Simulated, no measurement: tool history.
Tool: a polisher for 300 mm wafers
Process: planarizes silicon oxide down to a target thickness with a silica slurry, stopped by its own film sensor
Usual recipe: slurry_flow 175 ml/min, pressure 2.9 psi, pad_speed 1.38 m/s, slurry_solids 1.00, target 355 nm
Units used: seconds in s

| run | day | slurry_flow | pressure | pad_speed | slurry_solids | target | wafers since the last listed run | wafers polished on this pad | hours since the slurry nozzle was cleaned | hours since the head pressure was calibrated | hours since the slurry blender was calibrated | hours since the conditioning disc was replaced | incoming thickness of the incoming film, nm | seconds |
|---|---|---|---|---|---|---|---|---|---|---|---|---|---|---|
| 1 | 0.000 | 175 | 2.9 | 1.38 | 1.00 | 355 | 0 | 881 | 412.2 | 236.7 | 23.7 | 535.6 | 585.2 | 94.4 |
|  | 0.738 | conditioning disc replaced and pad reconditioned |
| 2 | 1.629 | 175 | 2.9 | 1.38 | 1.00 | 355 | 296 | 1178 | 451.3 | 275.8 | 62.8 | 21.4 | 582.8 | 93.5 |
| 3 | 3.275 | 175 | 2.9 | 1.38 | 1.00 | 355 | 315 | 1494 | 490.8 | 315.3 | 102.3 | 60.9 | 587.2 | 89.4 |
|  | 4.675 | worn pad replaced by a new one |
| 4 | 5.325 | 175 | 2.9 | 1.38 | 1.00 | 328 | 361 | 124 | 540.0 | 364.5 | 151.5 | 110.1 | 585.1 | 100.0 |
|  | 6.083 | head pressure recalibrated |
| 5 | 6.933 | 175 | 2.9 | 1.38 | 1.00 | 355 | 292 | 417 | 578.6 | 20.4 | 190.1 | 148.7 | 584.9 | 93.1 |
|  | 7.438 | slurry nozzle cleaned |
| 6 | 8.904 | 175 | 2.9 | 1.38 | 1.00 | 355 | 370 | 787 | 35.2 | 67.7 | 237.4 | 196.0 | 589.9 | 97.1 |
| 7 | 11.658 | 175 | 2.9 | 1.38 | 1.00 | 355 | 528 | 1316 | 101.3 | 133.8 | 303.5 | 262.1 | 578.8 | 93.7 |
|  | 13.229 | worn pad replaced by a new one |
| 8 | 14.021 | 175 | 2.9 | 1.38 | 1.00 | 355 | 421 | 152 | 158.0 | 190.5 | 360.2 | 318.8 | 571.5 | 89.2 |
|  | 16.762 | slurry blender recalibrated |
| 9 | 16.846 | 175 | 2.9 | 1.38 | 1.00 | 355 | 526 | 678 | 225.8 | 258.3 | 2.0 | 386.6 | 578.8 | 93.5 |
| 10 | 18.146 | 175 | 2.9 | 1.38 | 1.00 | 355 | 249 | 928 | 257.0 | 289.5 | 33.2 | 417.8 | 578.2 | 89.2 |
| 11 | 19.458 | 175 | 2.9 | 1.38 | 1.00 | 355 | 251 | 1180 | 288.5 | 321.0 | 64.7 | 449.3 | 570.9 | 86.6 |
|  | 21.933 | head pressure recalibrated |
| 12 | 22.429 | 230 | 2.0 | 1.24 | 1.00 | 286 | 554 | 1734 | 359.8 | 11.9 | 136.0 | 520.6 | 584.4 | 172.7 |
|  | 22.721 | worn pad replaced by a new one |
|  | 23.854 | conditioning disc replaced and pad reconditioned |
| 13 | 24.271 | 175 | 2.9 | 1.38 | 0.90 | 355 | 305 | 281 | 404.0 | 56.1 | 180.2 | 10.0 | 582.6 | 100.9 |
| 14 | 25.808 | 140 | 2.2 | 1.64 | 1.00 | 283 | 295 | 577 | 440.9 | 93.0 | 217.1 | 46.9 | 585.5 | 139.0 |
|  | 26.550 | slurry nozzle cleaned |
| 15 | 28.479 | 175 | 2.9 | 1.64 | 1.00 | 355 | 504 | 1081 | 46.3 | 157.1 | 281.2 | 111.0 | 584.8 | 81.4 |
| 16 | 29.833 | 215 | 1.9 | 1.24 | 1.00 | 355 | 259 | 1341 | 78.8 | 189.6 | 313.7 | 143.5 | 574.7 | 124.7 |
|  | 30.854 | slurry blender recalibrated |
| 17 | 31.171 | 175 | 2.9 | 1.38 | 1.00 | 355 | 240 | 1582 | 110.9 | 221.7 | 7.6 | 175.6 | 585.3 | 94.2 |
|  | 32.258 | worn pad replaced by a new one |
| 18 | 33.988 | 175 | 2.9 | 1.38 | 1.00 | 355 | 508 | 331 | 178.5 | 289.3 | 75.2 | 243.2 | 569.1 | 84.6 |
| 19 | 36.429 | 175 | 3.6 | 1.38 | 1.00 | 355 | 468 | 800 | 237.1 | 347.9 | 133.8 | 301.8 | 592.5 | 79.1 |
| 20 | 38.921 | 175 | 2.9 | 1.38 | 1.00 | 355 | 478 | 1278 | 296.9 | 407.7 | 193.6 | 361.6 | 580.0 | 90.5 |
|  | 39.867 | worn pad replaced by a new one |
|  | 40.275 | head pressure recalibrated |
| 21 | 41.421 | 175 | 2.9 | 0.94 | 0.80 | 355 | 431 | 282 | 356.9 | 27.5 | 253.6 | 421.6 | 586.6 | 151.3 |
| 22 | 43.342 | 175 | 1.9 | 1.02 | 0.85 | 355 | 368 | 651 | 403.0 | 73.6 | 299.7 | 467.7 | 585.5 | 177.3 |

Each row is a separate what-if for the run after 22, all from the same tool condition, not one after another. Results?
| A | 43.358 | 175 | 2.9 | 1.38 | 0.70 | 355 | 3 | 654 | 403.4 | 74.0 | 300.1 | 468.1 | 582.5 | ? |
| B | 43.358 | 190 | 3.3 | 1.82 | 1.00 | 430 | 3 | 654 | 403.4 | 74.0 | 300.1 | 468.1 | 582.5 | ? |
| C | 43.358 | 175 | 2.9 | 1.22 | 1.00 | 355 | 3 | 654 | 403.4 | 74.0 | 300.1 | 468.1 | 582.5 | ? |

| run | seconds |
|---|---|
| A | 120.6 |
| B | 46.2 |
| C | 105.5 |
The same runs, with their run-to-run variation unchanged, on a tool lacking any hidden condition would have given:
| run | seconds |
|---|---|
| A | 123.0 |
| B | 47.1 |
| C | 107.6 |
